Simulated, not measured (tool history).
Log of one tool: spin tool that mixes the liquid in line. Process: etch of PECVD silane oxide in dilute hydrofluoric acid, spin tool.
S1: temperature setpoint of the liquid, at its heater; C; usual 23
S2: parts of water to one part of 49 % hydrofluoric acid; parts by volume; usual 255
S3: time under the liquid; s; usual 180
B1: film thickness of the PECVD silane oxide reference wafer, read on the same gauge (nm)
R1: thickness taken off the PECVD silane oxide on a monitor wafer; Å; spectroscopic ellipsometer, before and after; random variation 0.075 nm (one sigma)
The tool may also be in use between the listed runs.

Run 1, day 0: usual settings; B1 60.01. Result: R1 87.5 Å.
Run 2, day 1.267: usual settings; B1 59.98. Result: R1 88.6 Å.
Run 3, day 2.675: usual settings; B1 59.96. Result: R1 87.8 Å.
Run 4, day 3.254: usual settings but S1 22 C; B1 60.02. Result: R1 84.9 Å.
Run 5, day 3.917: usual settings but S1 22 C; B1 59.98. Result: R1 84.9 Å.
Run 6, day 5.075: usual settings but S1 22 C; B1 59.97. Result: R1 85.6 Å.
Run 7, day 6.375: usual settings; B1 59.99. Result: R1 87.9 Å.
Run 8, day 7.812: usual settings; B1 60.05. Result: R1 88.4 Å.
Run 9, day 8.946: usual settings; B1 60.05. Result: R1 89.3 Å.
Run 10, day 10.188: usual settings; B1 59.98. Result: R1 89.5 Å.
Run 11, day 11.242: usual settings; B1 60.01. Result: R1 81 Å.
Run 12, day 12.146: usual settings but S1 25 C, S3 290 s; B1 59.97. Result: R1 144.5 Å.
Run 13, day 12.825: usual settings but S1 19 C, S2 130 parts by volume; B1 60.02. Result: R1 156.3 Å.
Run 14, day 13.967: usual settings but S1 27 C; B1 59.96. Result: R1 94.4 Å.
Run 15, day 14.688: usual settings but S1 19 C, S2 215 parts by volume, S3 250 s; B1 60.05. Result: R1 120.8 Å.
Run 16, day 15.708: usual settings; B1 60. Result: R1 82.7 Å.
Run 17, day 16.838: usual settings but S1 25 C, S2 175 parts by volume, S3 140 s; B1 59.97. Result: R1 110.7 Å.
Run 18, day 17.692: usual settings but S1 20 C, S2 355 parts by volume; B1 60. Result: R1 48.7 Å.
Run 19, day 19.771: usual settings; B1 60.04. Result: R1 82.5 Å.
Run 20, day 20.642: usual settings but S2 370 parts by volume; B1 59.98. Result: R1 51.3 Å.
Run 21, day 21.25: usual settings but S1 19.5 C, S3 275 s; B1 59.99. Result: R1 111.8 Å.
Run 22, day 22.567: usual settings but S1 26.5 C, S2 145 parts by volume, S3 120 s; B1 59.99. Result: R1 125.3 Å.

Not shown: 3 entries that the log had between the listed runs. Between which runs, and how does the tool's hidden state differ before and after?
Between runs 9 and 10: hydrofluoric acid flow meter replaced (day 9.321)
  liquid hotter than its thermometer reads (K): 2.67 -> 2.72
  measured less the result without the state, R1: +8.1 -> +8.2 Å
Between runs 10 and 11: thermometer replaced (day 10.288)
  liquid hotter than its thermometer reads (K): 2.72 -> 0.377
  measured less the result without the state, R1: +8.2 -> +1.1 Å
Between runs 17 and 18: gauge calibrated (day 17.217)
  liquid hotter than its thermometer reads (K): 0.61 -> 0.646
  measured less the result without the state, R1: +2.5 -> +1.1 Å
